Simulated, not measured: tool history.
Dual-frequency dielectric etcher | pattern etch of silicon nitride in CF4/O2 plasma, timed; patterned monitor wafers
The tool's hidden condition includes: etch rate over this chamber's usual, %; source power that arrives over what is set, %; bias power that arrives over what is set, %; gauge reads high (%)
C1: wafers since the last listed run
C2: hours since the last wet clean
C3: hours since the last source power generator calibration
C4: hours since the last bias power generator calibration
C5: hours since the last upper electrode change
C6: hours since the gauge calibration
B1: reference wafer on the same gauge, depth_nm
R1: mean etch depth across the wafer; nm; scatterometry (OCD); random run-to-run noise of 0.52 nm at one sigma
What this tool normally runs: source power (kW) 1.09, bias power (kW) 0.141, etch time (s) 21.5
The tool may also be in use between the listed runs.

run 1 hour=0 | source_power_(kW)=1.09 bias_power_(kW)=0.12 etch_time_(s)=16.5 | C1=0 C2=604.3 C3=4709.9 C4=15.7 C5=0.8 C6=461.6 | B1=77 | R1=55.8
run 2 hour=0.3 | source_power_(kW)=1.09 bias_power_(kW)=0.12 etch_time_(s)=16.5 | C1=3 C2=604.6 C3=4710.2 C4=16 C5=1.1 C6=461.9 | B1=77.1 | R1=56.7
run 3 hour=6.5 | source_power_(kW)=1.09 bias_power_(kW)=0.12 etch_time_(s)=16.5 | C1=70 C2=610.8 C3=4716.4 C4=22.2 C5=7.3 C6=468.1 | B1=77.1 | R1=56
run 4 hour=14 | source_power_(kW)=1.09 bias_power_(kW)=0.141 etch_time_(s)=19.5 | C1=85 C2=618.3 C3=4723.9 C4=29.7 C5=14.8 C6=475.6 | B1=77 | R1=69.8
run 5 hour=20.1 | source_power_(kW)=1.09 bias_power_(kW)=0.141 etch_time_(s)=19.5 | C1=69 C2=624.4 C3=4730 C4=35.8 C5=20.9 C6=481.7 | B1=77.2 | R1=69.4
run 6 hour=34.3 | source_power_(kW)=1.09 bias_power_(kW)=0.141 etch_time_(s)=21.5 | C1=162 C2=638.6 C3=4744.2 C4=50 C5=35.1 C6=495.9 | B1=76.9 | R1=75.9
-- hour=61.2 wet clean of the chamber
run 7 hour=61.7 | source_power_(kW)=1.09 bias_power_(kW)=0.141 etch_time_(s)=21.5 | C1=38 C2=0.5 C3=4771.6 C4=77.4 C5=62.5 C6=523.3 | B1=77.1 | R1=74.5
run 8 hour=62 | source_power_(kW)=1.09 bias_power_(kW)=0.141 etch_time_(s)=21.5 | C1=3 C2=0.8 C3=4771.9 C4=77.7 C5=62.8 C6=523.6 | B1=77.1 | R1=74.1
run 9 hour=62.3 | source_power_(kW)=1.09 bias_power_(kW)=0.112 etch_time_(s)=17.5 | C1=3 C2=1.1 C3=4772.2 C4=78 C5=63.1 C6=523.9 | B1=77.1 | R1=56.5
-- hour=67.9 gauge calibrated
run 10 hour=75.1 | source_power_(kW)=1.09 bias_power_(kW)=0.141 etch_time_(s)=21.5 | C1=146 C2=13.9 C3=4785 C4=90.8 C5=75.9 C6=7.2 | B1=77.2 | R1=75.1
run 11 hour=90.2 | source_power_(kW)=1.09 bias_power_(kW)=0.141 etch_time_(s)=27.5 | C1=172 C2=29 C3=4800.1 C4=105.9 C5=91 C6=22.3 | B1=77.3 | R1=94.7
run 12 hour=96.3 | source_power_(kW)=1.09 bias_power_(kW)=0.109 etch_time_(s)=21.5 | C1=69 C2=35.1 C3=4806.2 C4=112 C5=97.1 C6=28.4 | B1=77.1 | R1=69
run 13 hour=111.4 | source_power_(kW)=1.2 bias_power_(kW)=0.152 etch_time_(s)=16.5 | C1=172 C2=50.2 C3=4821.3 C4=127.1 C5=112.2 C6=43.5 | B1=77 | R1=63.4
run 14 hour=120 | source_power_(kW)=1.09 bias_power_(kW)=0.167 etch_time_(s)=27.5 | C1=98 C2=58.8 C3=4829.9 C4=135.7 C5=120.8 C6=52.1 | B1=77.2 | R1=99.9
run 15 hour=137.1 | source_power_(kW)=0.99 bias_power_(kW)=0.157 etch_time_(s)=25.5 | C1=195 C2=75.9 C3=4847 C4=152.8 C5=137.9 C6=69.2 | B1=77.1 | R1=84.3
-- hour=159.4 source power generator calibrated
-- hour=171.6 wet clean of the chamber, repeated, since the last time left the tool worse
run 16 hour=172.1 | source_power_(kW)=0.93 bias_power_(kW)=0.166 etch_time_(s)=19 | C1=215 C2=0.5 C3=12.7 C4=187.8 C5=172.9 C6=104.2 | B1=77.1 | R1=64.7
run 17 hour=172.4 | source_power_(kW)=0.9 bias_power_(kW)=0.132 etch_time_(s)=17 | C1=3 C2=0.8 C3=13 C4=188.1 C5=173.2 C6=104.5 | B1=77.2 | R1=52.7
run 18 hour=173.7 | source_power_(kW)=1.27 bias_power_(kW)=0.141 etch_time_(s)=21.5 | C1=14 C2=2.1 C3=14.3 C4=189.4 C5=174.5 C6=105.8 | B1=77.1 | R1=89.2
run 19 hour=182.8 | source_power_(kW)=1.2 bias_power_(kW)=0.152 etch_time_(s)=16.5 | C1=103 C2=11.2 C3=23.4 C4=198.5 C5=183.6 C6=114.9 | B1=77.1 | R1=67.5
run 20 hour=196.3 | source_power_(kW)=1.09 bias_power_(kW)=0.141 etch_time_(s)=21.5 | C1=154 C2=24.7 C3=36.9 C4=212 C5=197.1 C6=128.4 | B1=77 | R1=79.2
run 21 hour=204.2 | source_power_(kW)=0.85 bias_power_(kW)=0.113 etch_time_(s)=16 | C1=90 C2=32.6 C3=44.8 C4=219.9 C5=205 C6=136.3 | B1=77.1 | R1=45
run 22 hour=221.6 | source_power_(kW)=1.09 bias_power_(kW)=0.11 etch_time_(s)=17 | C1=198 C2=50 C3=62.2 C4=237.3 C5=222.4 C6=153.7 | B1=77.1 | R1=58.4
run 23 hour=232.9 | source_power_(kW)=1.09 bias_power_(kW)=0.141 etch_time_(s)=21.5 | C1=129 C2=61.3 C3=73.5 C4=248.6 C5=233.7 C6=165 | B1=77.3 | R1=78.4
run 24 hour=243.1 | source_power_(kW)=1.09 bias_power_(kW)=0.175 etch_time_(s)=21.5 | C1=116 C2=71.5 C3=83.7 C4=258.8 C5=243.9 C6=175.2 | B1=77.1 | R1=85.1
run 25 hour=260.4 | source_power_(kW)=0.83 bias_power_(kW)=0.141 etch_time_(s)=21.5 | C1=197 C2=88.8 C3=101 C4=276.1 C5=261.2 C6=192.5 | B1=77.2 | R1=63.4
run 26 hour=268.8 | source_power_(kW)=0.86 bias_power_(kW)=0.141 etch_time_(s)=17 | C1=95 C2=97.2 C3=109.4 C4=284.5 C5=269.6 C6=200.9 | B1=77 | R1=51.2
run 27 hour=280.5 | source_power_(kW)=0.87 bias_power_(kW)=0.107 etch_time_(s)=24 | C1=133 C2=108.9 C3=121.1 C4=296.2 C5=281.3 C6=212.6 | B1=77 | R1=68.7
run 28 hour=288.7 | source_power_(kW)=1.31 bias_power_(kW)=0.122 etch_time_(s)=21.5 | C1=93 C2=117.1 C3=129.3 C4=304.4 C5=289.5 C6=220.8 | B1=77.1 | R1=86.9
run 29 hour=306.1 | source_power_(kW)=1.09 bias_power_(kW)=0.141 etch_time_(s)=19.5 | C1=198 C2=134.5 C3=146.7 C4=321.8 C5=306.9 C6=238.2 | B1=77.1 | R1=71.4

What the log doesn't show, run by run:
source power that arrives over what is set, %: 0 on each run
bias power that arrives over what is set, %: 0 on each run
gauge reads high (%): 0 on each run
H1: etch rate over this chamber's usual, %
run=1 H1=-3.62
run=2 H1=-3.62
run=3 H1=-3.66
run=4 H1=-3.7
run=5 H1=-3.73
run=6 H1=-3.81
run=7 H1=-6.28
run=8 H1=-6.29
run=9 H1=-6.29
run=10 H1=-6.36
run=11 H1=-6.44
run=12 H1=-6.48
run=13 H1=-6.56
run=14 H1=-6.61
run=15 H1=-6.71
run=16 H1=-0.0468
run=17 H1=-0.0485
run=18 H1=-0.0559
run=19 H1=-0.107
run=20 H1=-0.184
run=21 H1=-0.229
run=22 H1=-0.327
run=23 H1=-0.391
run=24 H1=-0.449
run=25 H1=-0.547
run=26 H1=-0.594
run=27 H1=-0.66
run=28 H1=-0.707
run=29 H1=-0.805
